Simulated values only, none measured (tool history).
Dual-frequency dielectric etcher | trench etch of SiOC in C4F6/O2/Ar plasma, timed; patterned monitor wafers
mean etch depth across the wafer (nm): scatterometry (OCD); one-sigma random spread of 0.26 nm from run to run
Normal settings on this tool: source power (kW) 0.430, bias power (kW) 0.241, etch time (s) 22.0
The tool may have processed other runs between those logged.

| run | hour | source power (kW) | bias power (kW) | etch time (s) | read-back reference wafer on the same gauge, depth_nm | mean etch depth across the wafer (nm) |
|---|---|---|---|---|---|---|
| 1 | 0.0 | 0.380 | 0.204 | 22.0 | 44.8 | 45.6 |
| 2 | 63.9 | 0.430 | 0.241 | 20.5 | 44.9 | 46.2 |
| 3 | 111.1 | 0.430 | 0.241 | 20.5 | 44.9 | 46.2 |
| 4 | 175.2 | 0.430 | 0.241 | 22.0 | 44.9 | 48.6 |
| 5 | 223.7 | 0.430 | 0.241 | 22.0 | 44.9 | 48.1 |
|  | 337.2 | wet clean of the chamber |
| 6 | 337.7 | 0.430 | 0.241 | 22.0 | 44.8 | 50.3 |
| 7 | 363.8 | 0.430 | 0.288 | 22.0 | 44.9 | 52.5 |
| 8 | 413.5 | 0.430 | 0.241 | 22.0 | 44.9 | 50.0 |
| 9 | 441.6 | 0.430 | 0.241 | 22.0 | 45.0 | 50.0 |
| 10 | 471.4 | 0.430 | 0.241 | 22.0 | 44.9 | 49.5 |
|  | 504.5 | source power generator calibrated |
| 11 | 527.4 | 0.430 | 0.261 | 27.5 | 44.9 | 63.0 |
| 12 | 596.1 | 0.370 | 0.241 | 27.5 | 45.0 | 57.1 |
| 13 | 642.6 | 0.430 | 0.241 | 22.0 | 45.0 | 49.0 |
|  | 725.8 | wet clean of the chamber |
|  | 729.6 | bias power generator calibrated |
| 14 | 730.1 | 0.430 | 0.241 | 18.0 | 44.9 | 41.4 |
| 15 | 773.0 | 0.470 | 0.282 | 24.0 | 45.0 | 59.3 |
|  | 860.9 | upper electrode replaced |
| 16 | 861.4 | 0.430 | 0.217 | 22.0 | 44.9 | 48.7 |
| 17 | 902.7 | 0.350 | 0.273 | 18.0 | 45.0 | 38.5 |
| 18 | 939.9 | 0.460 | 0.241 | 15.5 | 45.0 | 35.8 |
| 19 | 997.7 | 0.430 | 0.241 | 17.0 | 44.9 | 37.9 |
|  | 1006.3 | gauge calibrated |
| 20 | 1028.3 | 0.480 | 0.241 | 27.5 | 44.9 | 63.9 |
| 21 | 1073.8 | 0.390 | 0.241 | 23.5 | 45.0 | 49.8 |
|  | 1124.7 | wet clean of the chamber |
| 22 | 1125.2 | 0.430 | 0.241 | 28.5 | 44.8 | 66.1 |
| 23 | 1180.1 | 0.430 | 0.288 | 26.0 | 45.0 | 61.5 |
| 24 | 1230.6 | 0.430 | 0.241 | 22.0 | 44.9 | 49.6 |
| 25 | 1282.7 | 0.430 | 0.241 | 22.0 | 44.9 | 49.8 |
| 26 | 1341.2 | 0.490 | 0.267 | 16.5 | 44.9 | 39.9 |
| 27 | 1404.5 | 0.430 | 0.241 | 26.5 | 45.0 | 58.3 |
| 28 | 1452.1 | 0.430 | 0.241 | 22.0 | 44.9 | 48.1 |
|  | 1513.2 | wet clean of the chamber |
| 29 | 1513.7 | 0.350 | 0.257 | 16.5 | 44.9 | 35.1 |

Forecast each of these 5 alternatives for the next run:
| A | 1514.1 | 0.430 | 0.241 | 16.5 | ? | ? |
| B | 1514.1 | 0.350 | 0.241 | 19.0 | ? | ? |
| C | 1514.1 | 0.500 | 0.241 | 22.0 | ? | ? |
| D | 1514.1 | 0.530 | 0.273 | 26.0 | ? | ? |
| E | 1514.1 | 0.430 | 0.241 | 25.5 | ? | ? |

| run | read-back reference wafer on the same gauge, depth_nm | mean etch depth across the wafer (nm) |
|---|---|---|
| A | 44.9 | 37.5 |
| B | 44.9 | 39.5 |
| C | 44.9 | 53.3 |
| D | 44.9 | 66.4 |
| E | 44.9 | 58.0 |
Take away the tool's hidden state, keep each run's random variation, and the runs would have read:
| run | mean etch depth across the wafer (nm) |
|---|---|
| A | 37.6 |
| B | 39.6 |
| C | 53.5 |
| D | 66.6 |
| E | 58.1 |
